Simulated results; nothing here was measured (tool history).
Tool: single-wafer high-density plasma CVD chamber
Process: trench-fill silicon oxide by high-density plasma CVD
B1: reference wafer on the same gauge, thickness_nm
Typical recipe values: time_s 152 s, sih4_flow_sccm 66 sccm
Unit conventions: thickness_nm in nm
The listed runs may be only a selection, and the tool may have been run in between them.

Run 1, hour 0.0: usual settings; B1 1149.771. Result: thickness_nm 1105.733 nm.
Run 2, hour 23.7: usual settings; B1 1150.483. Result: thickness_nm 1105.505 nm.
Run 3, hour 51.1: usual settings; B1 1149.094. Result: thickness_nm 1104.926 nm.
Run 4, hour 65.6: usual settings; B1 1149.749. Result: thickness_nm 1108.337 nm.
Run 5, hour 98.3: usual settings; B1 1150.019. Result: thickness_nm 1106.565 nm.
Run 6, hour 126.7: usual settings; B1 1150.710. Result: thickness_nm 1105.646 nm.
Run 7, hour 155.4: usual settings; B1 1150.263. Result: thickness_nm 1107.299 nm.
Run 8, hour 182.4: usual settings but sih4_flow_sccm 71 sccm; B1 1149.848. Result: thickness_nm 1176.439 nm.
Run 9, hour 206.8: usual settings; B1 1149.810. Result: thickness_nm 1111.889 nm.
Run 10, hour 238.7: usual settings; B1 1149.541. Result: thickness_nm 1108.873 nm.
Run 11, hour 268.8: usual settings; B1 1149.579. Result: thickness_nm 1109.723 nm.
Run 12, hour 283.3: usual settings; B1 1149.636. Result: thickness_nm 1111.457 nm.
Run 13, hour 302.7: usual settings; B1 1150.068. Result: thickness_nm 1111.917 nm.
At hour 310.1: gauge calibrated.
Run 14, hour 317.6: usual settings; B1 1150.122. Result: thickness_nm 1112.707 nm.
Run 15, hour 337.5: usual settings but time_s 172 s, sih4_flow_sccm 73 sccm; B1 1149.948. Result: thickness_nm 1362.909 nm.
At hour 371.7: silane flow controller replaced.
Run 16, hour 373.5: usual settings; B1 1150.180. Result: thickness_nm 1051.392 nm.
Run 17, hour 399.5: usual settings but time_s 143 s, sih4_flow_sccm 74 sccm; B1 1150.066. Result: thickness_nm 1081.170 nm.
Run 18, hour 412.0: usual settings but time_s 130 s, sih4_flow_sccm 72 sccm; B1 1149.832. Result: thickness_nm 966.300 nm.
Run 19, hour 428.8: usual settings; B1 1150.013. Result: thickness_nm 1052.671 nm.
Run 20, hour 461.1: usual settings but time_s 163 s, sih4_flow_sccm 60 sccm; B1 1150.634. Result: thickness_nm 1046.368 nm.
Run 21, hour 477.2: usual settings but time_s 124 s; B1 1149.495. Result: thickness_nm 861.355 nm.
Run 22, hour 497.2: usual settings but time_s 166 s; B1 1150.229. Result: thickness_nm 1149.714 nm.
Run 23, hour 514.4: usual settings but time_s 132 s, sih4_flow_sccm 57 sccm; B1 1149.856. Result: thickness_nm 818.939 nm.

Consider 3 possible next runs. They are alternatives, not a sequence: every one starts from the tool as it was left by run 23. What does each give?
Run A, hour 514.8: usual settings but sih4_flow_sccm 74 sccm; B1 ?. Result: thickness_nm ?.
Run B, hour 514.8: usual settings but time_s 123 s, sih4_flow_sccm 62 sccm; B1 ?. Result: thickness_nm ?.
Run C, hour 514.8: usual settings but time_s 140 s, sih4_flow_sccm 56 sccm; B1 ?. Result: thickness_nm ?.

run        B1  thickness_nm
  A  1149.834      1152.248
  B  1149.834       812.075
  C  1149.834       855.828
Without the tool's unlogged condition, the same runs would have read:
run  thickness_nm
  A      1153.857
  B       813.208
  C       857.023
